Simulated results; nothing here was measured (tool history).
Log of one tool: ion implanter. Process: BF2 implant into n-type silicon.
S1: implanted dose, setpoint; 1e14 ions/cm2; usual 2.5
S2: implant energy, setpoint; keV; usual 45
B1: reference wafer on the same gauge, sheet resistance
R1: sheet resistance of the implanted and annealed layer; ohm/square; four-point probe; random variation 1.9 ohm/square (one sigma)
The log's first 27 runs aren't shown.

-- hour=1996 Faraday cup replaced and dose calibrated
run 28 hour=2035.5 | S1=1.96 S2=53.5 | B1=360.16 | R1=450.94
run 29 hour=2134.9 | S1=3.08 S2=54 | B1=359.9 | R1=315.85
run 30 hour=2199.3 | S1=2.88 S2=49.5 | B1=360.11 | R1=337.61
run 31 hour=2303.1 | S1=3.19 S2=33 | B1=360.04 | R1=322.99
run 32 hour=2410.8 | S1=2.5 S2=45 | B1=360.11 | R1=386.94
run 33 hour=2464.1 | S1=1.76 S2=50 | B1=359.89 | R1=508.25
run 34 hour=2527.9 | S1=2.5 S2=45 | B1=360.48 | R1=388.32
run 35 hour=2838.7 | S1=2.79 S2=35 | B1=359.69 | R1=362.63
run 36 hour=2884.7 | S1=3.08 S2=54 | B1=360.39 | R1=320.75
run 37 hour=2956.8 | S1=2.5 S2=45 | B1=359.96 | R1=388.58

4 ways to go on from here, each from the tool as it stands after run 37. What would each give?
run A hour=2957.2 | S1=2.5 S2=41 | B1=? | R1=?
run B hour=2957.2 | S1=3.13 S2=30.5 | B1=? | R1=?
run C hour=2957.2 | S1=2.93 S2=49.5 | B1=? | R1=?
run D hour=2957.2 | S1=2.19 S2=53.5 | B1=? | R1=?

run=A B1=359.98 R1=393.69
run=B B1=359.98 R1=336.92
run=C B1=359.98 R1=337.27
run=D B1=359.98 R1=424.29
Without the tool's hidden state the same runs would have given:
run=A R1=384.14
run=B R1=328.49
run=C R1=329.1
run=D R1=414.05
